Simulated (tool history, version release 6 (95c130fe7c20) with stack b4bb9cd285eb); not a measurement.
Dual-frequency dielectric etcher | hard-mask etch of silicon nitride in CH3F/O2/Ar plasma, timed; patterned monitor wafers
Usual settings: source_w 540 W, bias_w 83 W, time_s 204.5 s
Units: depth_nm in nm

run	hour	source_w	bias_w	time_s	read-back reference wafer on the same gauge, depth_nm	depth_nm
1	0.0	540	87	204.5	125.9	156.0
2	20.7	460	93	204.5	126.0	144.2
# hour 40.3: gauge calibrated
3	89.6	540	83	204.5	126.0	153.5
4	120.2	540	83	184.0	126.0	137.7
# hour 161.4: upper electrode replaced
5	161.9	540	83	184.0	126.0	137.6
6	183.2	490	83	204.5	125.9	144.9
7	201.1	490	83	204.5	126.0	144.6
8	229.3	540	83	204.5	126.0	153.0
# hour 287.3: wet clean of the chamber
9	287.8	540	76	204.5	126.0	153.2
10	288.2	670	88	147.0	126.0	127.9
11	309.0	540	83	204.5	126.0	156.5
# hour 313.8: gauge calibrated
# hour 332.8: source power generator calibrated
12	333.3	540	83	204.5	126.0	156.1
# hour 345.2: bias power generator calibrated
13	348.7	410	83	204.5	126.0	132.9
14	374.8	540	91	204.5	126.0	158.8
15	396.3	670	83	204.5	126.1	174.6
16	469.1	540	83	204.5	126.0	155.1
17	493.9	440	83	204.5	126.0	137.3

Forecast each of these 4 alternatives for the next run:
A	494.4	540	83	220.0	?	?
B	494.4	670	72	169.0	?	?
C	494.4	450	76	253.5	?	?
D	494.4	620	96	175.0	?	?

run	read-back reference wafer on the same gauge, depth_nm	depth_nm
A	126.0	167.0
B	126.0	139.6
C	126.0	169.8
D	126.0	148.0
Without the tool's hidden state the same runs would have given:
run	depth_nm
A	168.3
B	140.6
C	171.1
D	149.1

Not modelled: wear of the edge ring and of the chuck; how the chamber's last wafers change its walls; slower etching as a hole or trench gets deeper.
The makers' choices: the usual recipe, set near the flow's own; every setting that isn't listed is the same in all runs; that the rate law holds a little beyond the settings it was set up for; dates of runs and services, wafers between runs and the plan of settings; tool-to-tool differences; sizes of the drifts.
